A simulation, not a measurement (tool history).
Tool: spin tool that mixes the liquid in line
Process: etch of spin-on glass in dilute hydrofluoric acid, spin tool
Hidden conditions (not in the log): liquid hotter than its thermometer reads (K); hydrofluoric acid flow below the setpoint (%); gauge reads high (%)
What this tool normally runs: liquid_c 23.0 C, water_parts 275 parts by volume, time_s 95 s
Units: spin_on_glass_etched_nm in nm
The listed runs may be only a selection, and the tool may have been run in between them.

run	hour	liquid_c	water_parts	time_s	wafers since the last listed run	hours since the thermometer was replaced	hours since the hydrofluoric acid flow meter was replaced	hours since the gauge calibration	read-back film thickness of the spin-on glass reference wafer, read on the same gauge (nm)	spin_on_glass_etched_nm
1	0.0	23.0	275	95	0	1038.5	359.4	180.8	150.01	8.45
2	6.0	23.0	275	95	69	1044.5	365.4	186.8	149.99	8.39
3	14.0	23.0	275	95	93	1052.5	373.4	194.8	150.00	8.43
4	31.9	23.0	275	95	208	1070.4	391.3	212.7	149.98	8.34
5	39.5	23.0	275	95	88	1078.0	398.9	220.3	149.97	8.28
6	50.1	23.0	275	95	123	1088.6	409.5	230.9	150.03	8.48
# hour 55.2: thermometer replaced
7	58.7	23.0	275	95	88	3.5	418.1	239.5	150.02	7.60
8	73.5	23.0	275	95	172	18.3	432.9	254.3	150.02	7.79
9	80.5	23.0	275	95	81	25.3	439.9	261.3	150.01	7.67
10	92.2	23.0	275	95	136	37.0	451.6	273.0	150.03	7.76
# hour 102.2: gauge calibrated
11	103.5	23.0	275	95	131	48.3	462.9	1.3	150.02	7.73
12	114.3	23.0	275	95	125	59.1	473.7	12.1	150.00	7.58
13	120.4	19.0	230	130	71	65.2	479.8	18.2	149.99	11.31
14	137.2	23.0	275	95	195	82.0	496.6	35.0	150.05	7.70
15	150.6	24.5	215	65	156	95.4	510.0	48.4	150.01	7.48
16	173.5	21.5	275	55	267	118.3	532.9	71.3	150.00	4.14
17	187.3	23.0	275	130	160	132.1	546.7	85.1	149.98	10.45
18	203.2	23.0	160	95	185	148.0	562.6	101.0	150.04	14.96
19	216.2	23.0	275	95	151	161.0	575.6	114.0	149.99	7.66
20	232.7	24.5	230	55	192	177.5	592.1	130.5	150.01	5.92
# hour 236.4: hydrofluoric acid flow meter replaced
21	242.5	26.0	370	55	102	187.3	6.1	140.3	149.98	3.47
22	259.2	20.5	275	95	194	204.0	22.8	157.0	150.01	7.32
23	270.2	26.0	390	130	128	215.0	33.8	168.0	150.02	7.67
24	284.9	19.0	385	80	171	229.7	48.5	182.7	149.97	3.78
25	295.5	23.0	275	95	123	240.3	59.1	193.3	149.97	8.02
26	304.9	27.0	275	45	109	249.7	68.5	202.7	149.98	4.33
27	317.4	23.0	275	110	145	262.2	81.0	215.2	150.01	9.25
28	332.4	26.5	275	75	174	277.2	96.0	230.2	150.01	7.12
29	342.9	23.0	275	95	122	287.7	106.5	240.7	149.99	7.85
30	355.5	23.0	275	140	146	300.3	119.1	253.3	149.96	11.91
31	365.9	23.0	275	95	121	310.7	129.5	263.7	150.00	7.97
32	380.3	20.0	150	65	167	325.1	143.9	278.1	150.04	10.43
33	397.6	26.0	360	80	201	342.4	161.2	295.4	150.04	5.32
34	411.6	23.0	395	95	163	356.4	175.2	309.4	149.99	4.94
35	424.2	23.0	230	45	146	369.0	187.8	322.0	149.98	4.69

A few steps of spin_on_glass_etched_nm between consecutive runs. Split each: what settings, incoming material and random variation would produce without the hidden state, and what is left over for the hidden state, along with gauge scatter present in only one of the two compared results (measured, and without hidden state):
Run 6 -> 7: thermometer replaced. spin_on_glass_etched_nm -0.88 nm: hidden state -0.75, all else -0.13.
Run 16 -> 17: liquid_c 21.5 -> 23.0, time_s 55 -> 130. spin_on_glass_etched_nm +6.31 nm: hidden state -0.19, all else +6.50.
Run 18 -> 19: water_parts 160 -> 275. spin_on_glass_etched_nm -7.30 nm: hidden state +0.15, all else -7.45.
Run 20 -> 21: liquid_c 24.5 -> 26.0, water_parts 230 -> 370, hydrofluoric acid flow meter replaced. spin_on_glass_etched_nm -2.45 nm: hidden state +0.19, all else -2.64.
Run 32 -> 33: liquid_c 20.0 -> 26.0, water_parts 150 -> 360, time_s 65 -> 80. spin_on_glass_etched_nm -5.11 nm: hidden state -0.14, all else -4.97.
